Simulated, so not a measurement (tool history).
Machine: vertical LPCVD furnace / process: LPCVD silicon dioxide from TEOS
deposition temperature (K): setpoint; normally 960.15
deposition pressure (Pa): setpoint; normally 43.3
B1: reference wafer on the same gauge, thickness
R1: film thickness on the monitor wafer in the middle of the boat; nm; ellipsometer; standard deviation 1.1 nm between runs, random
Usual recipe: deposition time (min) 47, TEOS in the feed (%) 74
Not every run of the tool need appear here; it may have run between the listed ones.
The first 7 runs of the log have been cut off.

run 8 hour=340.9 | deposition_temperature_(K)=960.15 deposition_pressure_(Pa)=43.3 deposition_time_(min)=47 TEOS_in_the_feed_(%)=74 | B1=281.92 | R1=274.95
run 9 hour=371.4 | deposition_temperature_(K)=955.15 deposition_pressure_(Pa)=43.3 deposition_time_(min)=53.5 TEOS_in_the_feed_(%)=74 | B1=281.83 | R1=278.62
run 10 hour=430.8 | deposition_temperature_(K)=960.15 deposition_pressure_(Pa)=43.3 deposition_time_(min)=47 TEOS_in_the_feed_(%)=74 | B1=281.92 | R1=278.03
run 11 hour=461 | deposition_temperature_(K)=960.15 deposition_pressure_(Pa)=43.3 deposition_time_(min)=47 TEOS_in_the_feed_(%)=74 | B1=281.83 | R1=274.37
-- hour=493.5 gauge calibrated
run 12 hour=598.2 | deposition_temperature_(K)=960.15 deposition_pressure_(Pa)=43.3 deposition_time_(min)=47 TEOS_in_the_feed_(%)=74 | B1=282.09 | R1=277
run 13 hour=654.6 | deposition_temperature_(K)=960.15 deposition_pressure_(Pa)=43.3 deposition_time_(min)=47 TEOS_in_the_feed_(%)=70 | B1=282.09 | R1=268.5
run 14 hour=688.5 | deposition_temperature_(K)=960.15 deposition_pressure_(Pa)=43.3 deposition_time_(min)=47 TEOS_in_the_feed_(%)=70 | B1=281.89 | R1=269.93
-- hour=718 pressure gauge zeroed
run 15 hour=727.2 | deposition_temperature_(K)=960.15 deposition_pressure_(Pa)=43.3 deposition_time_(min)=47 TEOS_in_the_feed_(%)=70 | B1=282.03 | R1=270.24
run 16 hour=756.8 | deposition_temperature_(K)=957.15 deposition_pressure_(Pa)=43.3 deposition_time_(min)=33 TEOS_in_the_feed_(%)=74 | B1=281.79 | R1=181.2
-- hour=810 thermocouples replaced and temperature profile calibrated
run 17 hour=810.5 | deposition_temperature_(K)=960.15 deposition_pressure_(Pa)=43.3 deposition_time_(min)=47 TEOS_in_the_feed_(%)=74 | B1=281.95 | R1=263.94
run 18 hour=832.6 | deposition_temperature_(K)=960.15 deposition_pressure_(Pa)=47.3 deposition_time_(min)=63.5 TEOS_in_the_feed_(%)=74 | B1=282.13 | R1=374.82
run 19 hour=897.9 | deposition_temperature_(K)=951.15 deposition_pressure_(Pa)=43.3 deposition_time_(min)=47 TEOS_in_the_feed_(%)=74 | B1=282.18 | R1=213.55
run 20 hour=947.7 | deposition_temperature_(K)=960.15 deposition_pressure_(Pa)=49.3 deposition_time_(min)=47 TEOS_in_the_feed_(%)=74 | B1=281.98 | R1=284.13
run 21 hour=988.4 | deposition_temperature_(K)=960.15 deposition_pressure_(Pa)=33.3 deposition_time_(min)=63.5 TEOS_in_the_feed_(%)=69 | B1=282.21 | R1=306.97
run 22 hour=1014.7 | deposition_temperature_(K)=960.15 deposition_pressure_(Pa)=43.3 deposition_time_(min)=47 TEOS_in_the_feed_(%)=74 | B1=282.31 | R1=266.88
run 23 hour=1076.1 | deposition_temperature_(K)=952.15 deposition_pressure_(Pa)=46.7 deposition_time_(min)=41.5 TEOS_in_the_feed_(%)=86 | B1=282.09 | R1=215.65
-- hour=1146.6 TEOS flow controller replaced
run 24 hour=1147.1 | deposition_temperature_(K)=949.15 deposition_pressure_(Pa)=43.3 deposition_time_(min)=47 TEOS_in_the_feed_(%)=74 | B1=282.11 | R1=206.08
run 25 hour=1180.4 | deposition_temperature_(K)=969.15 deposition_pressure_(Pa)=40 deposition_time_(min)=31 TEOS_in_the_feed_(%)=74 | B1=281.9 | R1=210.61
run 26 hour=1241.5 | deposition_temperature_(K)=960.15 deposition_pressure_(Pa)=38 deposition_time_(min)=47 TEOS_in_the_feed_(%)=61 | B1=282 | R1=229.4
run 27 hour=1286.4 | deposition_temperature_(K)=950.15 deposition_pressure_(Pa)=43.3 deposition_time_(min)=47 TEOS_in_the_feed_(%)=74 | B1=281.92 | R1=212.45
run 28 hour=1323.1 | deposition_temperature_(K)=960.15 deposition_pressure_(Pa)=43.3 deposition_time_(min)=47 TEOS_in_the_feed_(%)=74 | B1=281.75 | R1=267.16

Expected results for the next run?
run 29 hour=1394.4 | deposition_temperature_(K)=960.15 deposition_pressure_(Pa)=47.3 deposition_time_(min)=47 TEOS_in_the_feed_(%)=79 | B1=? | R1=?

{"run 29": {"B1": 281.85, "R1": 289.93}}
Take away the tool's hidden state, keep the run-to-run variation as it was, and the same run would have given R1 283.45 nm.
